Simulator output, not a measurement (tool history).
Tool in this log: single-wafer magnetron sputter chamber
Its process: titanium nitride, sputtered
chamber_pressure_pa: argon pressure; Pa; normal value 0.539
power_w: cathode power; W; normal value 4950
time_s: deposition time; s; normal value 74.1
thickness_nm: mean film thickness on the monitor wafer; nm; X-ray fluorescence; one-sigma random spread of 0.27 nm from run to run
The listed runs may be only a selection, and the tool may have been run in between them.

| run | hour | chamber_pressure_pa | power_w | time_s | read-back reference wafer on the same gauge, thickness_nm | thickness_nm |
|---|---|---|---|---|---|---|
| 1 | 0.0 | 0.539 | 4950 | 74.1 | 64.617 | 66.394 |
| 2 | 66.6 | 0.539 | 4950 | 74.1 | 64.630 | 65.696 |
|  | 126.2 | sputter target and shields replaced |
| 3 | 172.9 | 0.539 | 4950 | 74.1 | 64.630 | 66.697 |
| 4 | 260.5 | 0.539 | 4950 | 74.1 | 64.574 | 66.155 |
| 5 | 301.6 | 0.539 | 4950 | 74.1 | 64.564 | 66.758 |
|  | 366.6 | gauge calibrated |
| 6 | 381.2 | 0.539 | 4000 | 81.2 | 64.566 | 58.476 |
| 7 | 456.9 | 0.539 | 4000 | 81.2 | 64.634 | 58.405 |
|  | 531.9 | sputter target and shields replaced |
| 8 | 556.1 | 0.539 | 4950 | 74.1 | 64.648 | 66.922 |
| 9 | 609.0 | 0.539 | 4000 | 81.2 | 64.575 | 58.589 |
| 10 | 684.3 | 0.539 | 4950 | 87.4 | 64.619 | 78.029 |
|  | 746.5 | capacitance manometer re-zeroed and calibrated |
| 11 | 784.8 | 0.433 | 4950 | 84.0 | 64.582 | 78.762 |
| 12 | 891.8 | 0.539 | 4950 | 74.1 | 64.603 | 65.793 |

Forecast run 13:
|  | 922.6 | magnet pack replaced |
|  | 931.8 | sputter target and shields replaced |
| 13 | 989.3 | 0.688 | 4950 | 74.1 | ? | ? |

read-back reference wafer on the same gauge, thickness_nm: 64.587
thickness_nm: 61.991 nm
Without the tool's hidden state the same run would have given thickness_nm 62.643 nm.
